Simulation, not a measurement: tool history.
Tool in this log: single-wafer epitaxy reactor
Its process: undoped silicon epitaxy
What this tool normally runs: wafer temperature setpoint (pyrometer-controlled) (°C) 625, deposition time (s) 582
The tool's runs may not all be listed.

run	hour	wafer temperature setpoint (pyrometer-controlled) (°C)	deposition time (s)	wafers since the last listed run	hours since the last pyrometer calibration	hours since the gauge calibration	read-back reference wafer on the same gauge, thickness_nm	mean film thickness on the monitor wafer (angstrom)
1	0	625	553	0	979.9	62.2	48.164	467.09
2	7.9	625	553	35	987.8	70.1	48.156	465.36
3	19.5	625	649	51	999.4	81.7	48.174	547.64
4	35.8	625	649	72	1015.7	98	48.206	546.59
5	46.8	625	649	48	1026.7	109	48.215	548.2
6	62.2	635	582	68	1042.1	124.4	48.198	633.82
7	74.9	635	582	56	1054.8	137.1	48.242	636.77
8	85.8	625	582	48	1065.7	148	48.223	490.02
9	96.6	625	582	47	1076.5	158.8	48.22	488.36
10	109.4	625	582	56	1089.3	171.6	48.229	488.65
# hour 119.3: pyrometer calibrated
11	126.8	625	666	41	7.5	189	48.221	606.76
# hour 127.2: gauge calibrated
12	137.9	625	666	49	18.6	10.7	48.198	601.07
13	148.8	631	480	48	29.5	21.6	48.19	506.69
14	163.7	638	520	66	44.4	36.5	48.211	653.08
15	172.1	625	582	37	52.8	44.9	48.216	521.18
16	188	633	490	70	68.7	60.8	48.227	542.28
17	197.1	636	466	40	77.8	69.9	48.191	551.16
18	203.7	625	531	29	84.4	76.5	48.165	475.41
19	215.1	638	620	50	95.8	87.9	48.237	776.6
20	229.2	620	582	62	109.9	102	48.205	454.83
21	240.6	625	582	50	121.3	113.4	48.159	514.59
22	254.6	625	582	62	135.3	127.4	48.22	517.99
23	266.9	617	618	54	147.6	139.7	48.206	441.02
24	283	625	479	71	163.7	155.8	48.236	422.67

Below, some changes in mean film thickness on the monitor wafer (angstrom) between adjacent runs. For each, the amount present without the hidden state too (settings, incoming material, random variation) and the amount remaining for the hidden state with gauge scatter not shared by both compared results:
Hidden conditions of the tool in this case: wafer temperature above the value expected at the setpoint (K); gauge reads high (%).
Run 7 -> 8: wafer temperature setpoint (pyrometer-controlled) (°C) 635 -> 625. mean film thickness on the monitor wafer (angstrom) -146.75: hidden state +10.51, all else -157.26.
Run 10 -> 11: deposition time (s) 582 -> 666, pyrometer calibrated. mean film thickness on the monitor wafer (angstrom) +118.11: hidden state +37.94, all else +80.17.
Run 18 -> 19: wafer temperature setpoint (pyrometer-controlled) (°C) 625 -> 638, deposition time (s) 531 -> 620. mean film thickness on the monitor wafer (angstrom) +301.19: hidden state -6.6, all else +307.79.
Run 19 -> 20: wafer temperature setpoint (pyrometer-controlled) (°C) 638 -> 620, deposition time (s) 620 -> 582. mean film thickness on the monitor wafer (angstrom) -321.77: hidden state +4.84, all else -326.61.
